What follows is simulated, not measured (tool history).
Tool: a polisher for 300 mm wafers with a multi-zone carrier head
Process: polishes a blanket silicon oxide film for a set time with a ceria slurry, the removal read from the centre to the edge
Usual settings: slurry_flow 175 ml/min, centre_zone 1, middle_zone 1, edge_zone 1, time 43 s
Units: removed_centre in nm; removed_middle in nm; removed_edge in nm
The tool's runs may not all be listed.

run   hour  slurry_flow  centre_zone  middle_zone  edge_zone  time  incoming thickness of the incoming film, nm  removed_centre  removed_middle  removed_edge
  1      0          175         1.05            1          1    48                                       1303.1           216.9             200         200.8
       5.8  -- edge zone pressure recalibrated
  2   12.8          125         0.94         0.92       1.04    43                                       1298.2           159.4           151.4         174.5
  3   25.3          230         1.12            1       0.95    56                                       1293.2             283           241.3         234.3
  4   39.6          210            1          0.9       1.05    43                                       1307.5           183.9           168.4         184.6
  5   47.9          175            1            1          1    43                                       1288.4           179.5             174         177.1
  6   64.5          215         0.91         1.12          1    30                                       1302.3           121.2           139.3         126.1
      78.6  -- carrier head's membrane replaced by a new one
  7   81.6          175            1            1          1    43                                       1304.4           177.2           177.1         176.4
  8   96.2          175            1            1          1    43                                       1302.8           174.4           172.7         175.1
       102  -- worn pad replaced by a new one
  9  111.8          175            1            1          1    43                                       1325.8             176           171.5         177.7
 10  128.2          175            1         0.93          1    43                                       1306.1           174.3           159.5         172.7
 11  164.7          175            1         1.11          1    43                                         1308           173.6           182.6         171.3
 12  181.3          175            1            1          1    58                                       1285.7           231.4           229.1         231.4

The next listed run, before its measurement:
 13   194          175            1            1          1    43                                       1296.5               ?               ?             ?

removed_centre: 172.1 nm
removed_middle: 165.7 nm
removed_edge: 171.5 nm
Without the tool's hidden state the same run would have given removed_centre 185.7 nm, removed_middle 177.2 nm, removed_edge 179.9 nm.

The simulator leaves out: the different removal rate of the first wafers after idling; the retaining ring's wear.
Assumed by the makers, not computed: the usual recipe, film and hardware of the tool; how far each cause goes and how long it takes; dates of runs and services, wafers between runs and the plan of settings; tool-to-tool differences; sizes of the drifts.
